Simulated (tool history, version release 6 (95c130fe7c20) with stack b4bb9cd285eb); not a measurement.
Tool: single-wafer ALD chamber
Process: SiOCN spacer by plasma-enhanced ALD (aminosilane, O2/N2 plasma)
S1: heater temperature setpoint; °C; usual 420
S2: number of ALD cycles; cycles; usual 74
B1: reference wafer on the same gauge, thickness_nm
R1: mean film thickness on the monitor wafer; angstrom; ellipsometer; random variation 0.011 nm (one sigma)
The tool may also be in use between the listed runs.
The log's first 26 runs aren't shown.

run,hour,S1,S2,B1,R1
27,2400,406,70,3.999,40.41
28,2488.4,406,80,4,46.24
# hour 2539.3: thermocouple changed; heater temperature recalibrated
29,2558.2,420,74,3.999,40.14
30,2601.1,432,85,4.001,44.28
31,2691,420,74,4.002,40.16
32,2785.2,431,79,4.001,41.46
33,2840.8,410,88,4.003,49.82
34,2939.1,420,74,4.001,40.39
35,3018.3,408,89,3.998,50.68
36,3062.7,413,67,4.001,37.49
37,3112.2,408,62,4,35.41
38,3154.5,420,69,4.001,37.78
39,3348.5,434,87,3.999,45.18
40,3436.9,420,74,4.002,40.64
41,3477.9,420,89,3.998,48.72
42,3521.6,431,84,4,44.22
43,3562.4,416,63,4,35.03
44,3599.9,420,74,4,40.9
45,3670.1,420,74,4.001,40.9

Forecast each of these 3 alternatives for the next run:
A,3670.6,409,74,?,?
B,3670.6,409,88,?,?
C,3670.6,407,79,?,?

run,B1,R1
A,4,42.45
B,4,50.48
C,4,45.62
Without the tool's hidden state the same runs would have given:
run,R1
A,41.78
B,49.68
C,44.91

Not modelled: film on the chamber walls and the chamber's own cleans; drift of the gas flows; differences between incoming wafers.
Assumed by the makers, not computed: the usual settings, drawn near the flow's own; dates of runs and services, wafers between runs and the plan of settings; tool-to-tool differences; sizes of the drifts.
